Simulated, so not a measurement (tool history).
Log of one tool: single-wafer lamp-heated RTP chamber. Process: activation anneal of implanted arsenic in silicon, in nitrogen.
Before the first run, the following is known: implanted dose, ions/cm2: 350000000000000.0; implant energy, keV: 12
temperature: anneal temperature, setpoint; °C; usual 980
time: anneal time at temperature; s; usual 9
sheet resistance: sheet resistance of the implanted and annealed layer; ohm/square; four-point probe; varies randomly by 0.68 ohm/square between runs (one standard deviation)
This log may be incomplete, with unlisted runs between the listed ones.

run,hour,temperature,time,wafers since the last listed run,wafers since the last pyrometer calibration,wafers since the reflector plate was cleaned,hours since the gauge calibration,"read-back reference wafer on the same gauge, sheet resistance",sheet resistance
1,0,961,7,0,1397,1543,305.7,332.94,284.25
2,22.9,980,9,465,1863,2009,328.6,332.96,280.49
3,57.9,980,9,711,2574,2721,363.6,333.06,279.8
# hour 66.5: pyrometer window cleaned and pyrometer calibrated
4,93.6,980,9,563,550,3284,399.3,332.96,280.63
5,113.8,980,9,410,961,3695,419.5,332.9,280.76
6,138.3,968,9,498,1459,4193,444,332.95,282.15
7,167,968,9,583,2042,4776,472.7,333.03,282.41
# hour 178.2: gauge calibrated
# hour 181.9: pyrometer window cleaned and pyrometer calibrated
8,182.4,968,9,150,10,4927,4.2,333.36,282.06
9,214.8,980,9,658,669,5586,36.6,333.11,281
10,234.4,980,9,398,1068,5984,56.2,332.94,280.42
11,254.8,980,13,414,1483,6399,76.6,333.14,278.85
12,278.6,980,5,483,1967,6883,100.4,332.88,284.54
# hour 293.3: pyrometer window cleaned and pyrometer calibrated
13,295.7,980,6,185,48,7068,117.5,333.14,283.29
14,315.5,1005,9,402,451,7471,137.3,333.06,279.45
15,350.5,1004,4,711,1162,8182,172.3,333.08,281
16,382.5,961,11,650,1813,8833,204.3,332.92,280.18
# hour 413.1: reflector plate cleaned
17,413.6,1001,14,469,2283,10,235.4,332.79,274.54
# hour 426.9: pyrometer window cleaned and pyrometer calibrated
18,428.5,993,14,140,32,150,250.3,333.18,277.76
19,454.9,1009,12,536,569,687,276.7,333.09,275.69
20,490.7,999,12,727,1297,1415,312.5,332.88,275.69
21,512.3,980,9,439,1736,1854,334.1,333.2,281.44
# hour 539.5: pyrometer window cleaned and pyrometer calibrated
22,540,999,4,400,9,2255,361.8,332.9,283.28
# hour 555.7: gauge calibrated
23,571.8,980,9,646,655,2901,16.1,333.17,280.75
24,592,980,9,410,1066,3312,36.3,332.69,280.09

Alternative continuations, all from the tool just after run 24; predict every row:
A,592.4,959,9,8,1074,3320,36.7,?,?
B,592.4,955,14,8,1074,3320,36.7,?,?
C,592.4,963,6,8,1074,3320,36.7,?,?
D,592.4,961,9,8,1074,3320,36.7,?,?

run,"read-back reference wafer on the same gauge, sheet resistance",sheet resistance
A,333.07,283.16
B,333.07,281.04
C,333.07,285.21
D,333.07,282.87
Without the tool's hidden state the same runs would have given:
run,sheet resistance
A,283.16
B,281.04
C,285.21
D,282.87
